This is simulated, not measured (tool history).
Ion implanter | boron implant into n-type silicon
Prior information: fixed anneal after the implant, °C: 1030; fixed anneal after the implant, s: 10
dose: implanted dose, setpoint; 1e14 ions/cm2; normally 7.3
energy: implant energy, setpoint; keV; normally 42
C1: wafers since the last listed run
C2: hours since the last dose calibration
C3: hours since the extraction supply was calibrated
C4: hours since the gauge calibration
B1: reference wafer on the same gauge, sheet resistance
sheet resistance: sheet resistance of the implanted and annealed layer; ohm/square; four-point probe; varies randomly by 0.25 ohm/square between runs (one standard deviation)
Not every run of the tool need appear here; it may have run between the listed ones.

{"run": 1, "hour": 0.0, "dose": 7.3, "energy": 49, "C1": 0, "C2": 2099.4, "C3": 1631.5, "C4": 290, "B1": 139.01, "sheet resistance": 133.26}
{"run": 2, "hour": 14.8, "dose": 7.3, "energy": 49, "C1": 225, "C2": 2114.2, "C3": 1646.3, "C4": 304.8, "B1": 139.04, "sheet resistance": 132.62}
{"run": 3, "hour": 26.2, "dose": 7.3, "energy": 34.5, "C1": 173, "C2": 2125.6, "C3": 1657.7, "C4": 316.2, "B1": 138.99, "sheet resistance": 137.32}
{"run": 4, "hour": 38.8, "dose": 7.3, "energy": 42, "C1": 192, "C2": 2138.2, "C3": 1670.3, "C4": 328.8, "B1": 138.98, "sheet resistance": 134.88}
{"run": 5, "hour": 48.8, "dose": 7.3, "energy": 37.5, "C1": 152, "C2": 2148.2, "C3": 1680.3, "C4": 338.8, "B1": 139.04, "sheet resistance": 136.12}
{"run": 6, "hour": 59.7, "dose": 7.3, "energy": 37.5, "C1": 166, "C2": 2159.1, "C3": 1691.2, "C4": 349.7, "B1": 139.01, "sheet resistance": 135.92}
{"run": 7, "hour": 67.4, "dose": 7.3, "energy": 42, "C1": 117, "C2": 2166.8, "C3": 1698.9, "C4": 357.4, "B1": 138.96, "sheet resistance": 134.85}
{"run": 8, "hour": 77.5, "dose": 7.3, "energy": 42, "C1": 154, "C2": 2176.9, "C3": 1709, "C4": 367.5, "B1": 139.03, "sheet resistance": 134.79}
{"run": 9, "hour": 89.7, "dose": 7.3, "energy": 42, "C1": 186, "C2": 2189.1, "C3": 1721.2, "C4": 379.7, "B1": 138.98, "sheet resistance": 134.91}
{"run": 10, "hour": 96.9, "dose": 6.14, "energy": 32.5, "C1": 109, "C2": 2196.3, "C3": 1728.4, "C4": 386.9, "B1": 139.01, "sheet resistance": 158.95}
{"run": 11, "hour": 109.1, "dose": 6.14, "energy": 32.5, "C1": 186, "C2": 2208.5, "C3": 1740.6, "C4": 399.1, "B1": 139.07, "sheet resistance": 158.68}
{"run": 12, "hour": 162.0, "dose": 6.14, "energy": 32.5, "C1": 806, "C2": 2261.4, "C3": 1793.5, "C4": 452, "B1": 139, "sheet resistance": 159.06}
{"hour": 173.1, "done": "gauge calibrated"}
{"run": 13, "hour": 176.7, "dose": 7.3, "energy": 42, "C1": 224, "C2": 2276.1, "C3": 1808.2, "C4": 3.6, "B1": 138.97, "sheet resistance": 134.51}
{"run": 14, "hour": 210.7, "dose": 7.3, "energy": 42, "C1": 518, "C2": 2310.1, "C3": 1842.2, "C4": 37.6, "B1": 139.06, "sheet resistance": 134.86}
{"run": 15, "hour": 220.5, "dose": 6.67, "energy": 42, "C1": 149, "C2": 2319.9, "C3": 1852, "C4": 47.4, "B1": 139.02, "sheet resistance": 145.25}
{"hour": 231.8, "done": "extraction supply calibrated"}
{"run": 16, "hour": 232.8, "dose": 7.3, "energy": 42, "C1": 65, "C2": 2332.2, "C3": 1, "C4": 59.7, "B1": 138.92, "sheet resistance": 134.5}
{"hour": 241.6, "done": "Faraday cup replaced and dose calibrated"}
{"run": 17, "hour": 242.2, "dose": 6.15, "energy": 42, "C1": 21, "C2": 0.6, "C3": 10.4, "C4": 69.1, "B1": 139.07, "sheet resistance": 161.23}
{"run": 18, "hour": 259.1, "dose": 5.53, "energy": 42, "C1": 257, "C2": 17.5, "C3": 27.3, "C4": 86, "B1": 138.93, "sheet resistance": 175.98}
{"run": 19, "hour": 267.2, "dose": 6.36, "energy": 42, "C1": 123, "C2": 25.6, "C3": 35.4, "C4": 94.1, "B1": 139.03, "sheet resistance": 156.9}
{"run": 20, "hour": 278.5, "dose": 7.3, "energy": 49.5, "C1": 172, "C2": 36.9, "C3": 46.7, "C4": 105.4, "B1": 139.09, "sheet resistance": 137.76}
{"run": 21, "hour": 286.3, "dose": 8.36, "energy": 28.5, "C1": 118, "C2": 44.7, "C3": 54.5, "C4": 113.2, "B1": 138.95, "sheet resistance": 129.21}
{"run": 22, "hour": 325.4, "dose": 7.3, "energy": 46, "C1": 596, "C2": 83.8, "C3": 93.6, "C4": 152.3, "B1": 139.01, "sheet resistance": 138.61}
{"run": 23, "hour": 338.4, "dose": 7.3, "energy": 42, "C1": 198, "C2": 96.8, "C3": 106.6, "C4": 165.3, "B1": 138.95, "sheet resistance": 139.59}
{"run": 24, "hour": 355.8, "dose": 7.3, "energy": 42, "C1": 265, "C2": 114.2, "C3": 124, "C4": 182.7, "B1": 138.96, "sheet resistance": 139.46}
{"run": 25, "hour": 364.9, "dose": 6.46, "energy": 32, "C1": 138, "C2": 123.3, "C3": 133.1, "C4": 191.8, "B1": 139, "sheet resistance": 158.22}
{"run": 26, "hour": 373.3, "dose": 7.3, "energy": 42, "C1": 128, "C2": 131.7, "C3": 141.5, "C4": 200.2, "B1": 138.99, "sheet resistance": 139.48}
{"run": 27, "hour": 388.0, "dose": 7.3, "energy": 42, "C1": 224, "C2": 146.4, "C3": 156.2, "C4": 214.9, "B1": 139.01, "sheet resistance": 139.49}
{"run": 28, "hour": 397.1, "dose": 9.16, "energy": 48, "C1": 138, "C2": 155.5, "C3": 165.3, "C4": 224, "B1": 139.02, "sheet resistance": 115.09}
{"run": 29, "hour": 408.5, "dose": 7.3, "energy": 42, "C1": 173, "C2": 166.9, "C3": 176.7, "C4": 235.4, "B1": 139.03, "sheet resistance": 139.17}
{"run": 30, "hour": 417.6, "dose": 7.3, "energy": 42, "C1": 138, "C2": 176, "C3": 185.8, "C4": 244.5, "B1": 138.96, "sheet resistance": 139.34}
{"run": 31, "hour": 444.3, "dose": 5.4, "energy": 37.5, "C1": 407, "C2": 202.7, "C3": 212.5, "C4": 271.2, "B1": 138.94, "sheet resistance": 179.85}
{"run": 32, "hour": 451.6, "dose": 8.99, "energy": 42, "C1": 111, "C2": 210, "C3": 219.8, "C4": 278.5, "B1": 139.06, "sheet resistance": 117.63}
{"run": 33, "hour": 468.7, "dose": 9.04, "energy": 38, "C1": 260, "C2": 227.1, "C3": 236.9, "C4": 295.6, "B1": 139.12, "sheet resistance": 117.52}
{"run": 34, "hour": 481.6, "dose": 5.9, "energy": 53.5, "C1": 196, "C2": 240, "C3": 249.8, "C4": 308.5, "B1": 138.95, "sheet resistance": 161.37}

Exercise: give the hidden state of the tool at every run:
deviation of the true energy from its setpoint, %: 0 at every run
gauge reads high (%): 0 at every run
H1: deviation of the true dose from the Faraday cup's reading, %
run=1 H1=4.7
run=2 H1=4.7
run=3 H1=4.71
run=4 H1=4.71
run=5 H1=4.72
run=6 H1=4.72
run=7 H1=4.72
run=8 H1=4.73
run=9 H1=4.73
run=10 H1=4.73
run=11 H1=4.74
run=12 H1=4.75
run=13 H1=4.76
run=14 H1=4.77
run=15 H1=4.77
run=16 H1=4.77
run=17 H1=-0.402
run=18 H1=-0.28
run=19 H1=-0.222
run=20 H1=-0.143
run=21 H1=-0.0886
run=22 H1=0.174
run=23 H1=0.258
run=24 H1=0.368
run=25 H1=0.424
run=26 H1=0.476
run=27 H1=0.565
run=28 H1=0.619
run=29 H1=0.685
run=30 H1=0.738
run=31 H1=0.888
run=32 H1=0.928
run=33 H1=1.02
run=34 H1=1.09
